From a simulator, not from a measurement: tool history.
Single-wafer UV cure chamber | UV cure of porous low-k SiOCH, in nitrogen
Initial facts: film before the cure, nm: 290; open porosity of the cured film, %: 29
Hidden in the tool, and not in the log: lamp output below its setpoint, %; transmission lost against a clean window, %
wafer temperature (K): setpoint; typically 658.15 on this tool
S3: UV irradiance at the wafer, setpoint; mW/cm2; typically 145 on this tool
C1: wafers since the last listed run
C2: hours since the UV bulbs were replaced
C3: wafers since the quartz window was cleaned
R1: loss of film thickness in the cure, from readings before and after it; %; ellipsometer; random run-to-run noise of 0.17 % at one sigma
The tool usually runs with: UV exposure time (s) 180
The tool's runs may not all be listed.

run 1 day=0.000 | wafer_temperature_(K)=658.15 UV_exposure_time_(s)=180 S3=145 | C1=0 C2=1514.2 C3=1003 | R1=12.567
-- day=1.054 quartz window cleaned
run 2 day=2.308 | wafer_temperature_(K)=658.15 UV_exposure_time_(s)=180 S3=145 | C1=373 C2=1569.6 C3=236 | R1=12.505
run 3 day=4.233 | wafer_temperature_(K)=658.15 UV_exposure_time_(s)=180 S3=145 | C1=363 C2=1615.8 C3=600 | R1=12.519
-- day=6.417 quartz window cleaned
run 4 day=6.942 | wafer_temperature_(K)=658.15 UV_exposure_time_(s)=180 S3=145 | C1=449 C2=1680.8 C3=98 | R1=12.262
run 5 day=8.729 | wafer_temperature_(K)=658.15 UV_exposure_time_(s)=180 S3=157 | C1=337 C2=1723.7 C3=436 | R1=12.751
run 6 day=10.121 | wafer_temperature_(K)=658.15 UV_exposure_time_(s)=180 S3=157 | C1=263 C2=1757.1 C3=699 | R1=12.523
run 7 day=11.421 | wafer_temperature_(K)=658.15 UV_exposure_time_(s)=180 S3=157 | C1=245 C2=1788.3 C3=945 | R1=12.423
run 8 day=12.892 | wafer_temperature_(K)=665.15 UV_exposure_time_(s)=135 S3=145 | C1=278 C2=1823.6 C3=1223 | R1=11.034
-- day=13.388 quartz window cleaned
-- day=13.458 UV bulbs replaced
run 9 day=13.971 | wafer_temperature_(K)=649.15 UV_exposure_time_(s)=245 S3=145 | C1=127 C2=12.3 C3=96 | R1=15.620
run 10 day=15.071 | wafer_temperature_(K)=669.15 UV_exposure_time_(s)=90 S3=145 | C1=207 C2=38.7 C3=304 | R1=10.897
run 11 day=17.592 | wafer_temperature_(K)=671.15 UV_exposure_time_(s)=280 S3=166 | C1=476 C2=99.2 C3=781 | R1=17.266
-- day=18.867 quartz window cleaned
run 12 day=20.012 | wafer_temperature_(K)=678.15 UV_exposure_time_(s)=255 S3=112 | C1=394 C2=157.3 C3=216 | R1=15.087
run 13 day=21.954 | wafer_temperature_(K)=658.15 UV_exposure_time_(s)=180 S3=126 | C1=367 C2=203.9 C3=583 | R1=13.296
run 14 day=23.267 | wafer_temperature_(K)=658.15 UV_exposure_time_(s)=180 S3=145 | C1=248 C2=235.4 C3=831 | R1=13.993
-- day=24.196 quartz window cleaned
run 15 day=24.712 | wafer_temperature_(K)=677.15 UV_exposure_time_(s)=220 S3=145 | C1=210 C2=270.1 C3=97 | R1=15.197
run 16 day=26.858 | wafer_temperature_(K)=649.15 UV_exposure_time_(s)=125 S3=145 | C1=405 C2=321.6 C3=503 | R1=11.803
run 17 day=28.954 | wafer_temperature_(K)=646.15 UV_exposure_time_(s)=135 S3=166 | C1=396 C2=371.9 C3=899 | R1=13.003

For each run, what was the tool's unlogged condition?
transmission lost against a clean window, %: 0 on each run
H1: lamp output below its setpoint, %
run=1 H1=28.2
run=2 H1=29.2
run=3 H1=30.1
run=4 H1=31.2
run=5 H1=32
run=6 H1=32.6
run=7 H1=33.2
run=8 H1=33.8
run=9 H1=1.6
run=10 H1=2.08
run=11 H1=3.18
run=12 H1=4.23
run=13 H1=5.07
run=14 H1=5.64
run=15 H1=6.27
run=16 H1=7.21
run=17 H1=8.12

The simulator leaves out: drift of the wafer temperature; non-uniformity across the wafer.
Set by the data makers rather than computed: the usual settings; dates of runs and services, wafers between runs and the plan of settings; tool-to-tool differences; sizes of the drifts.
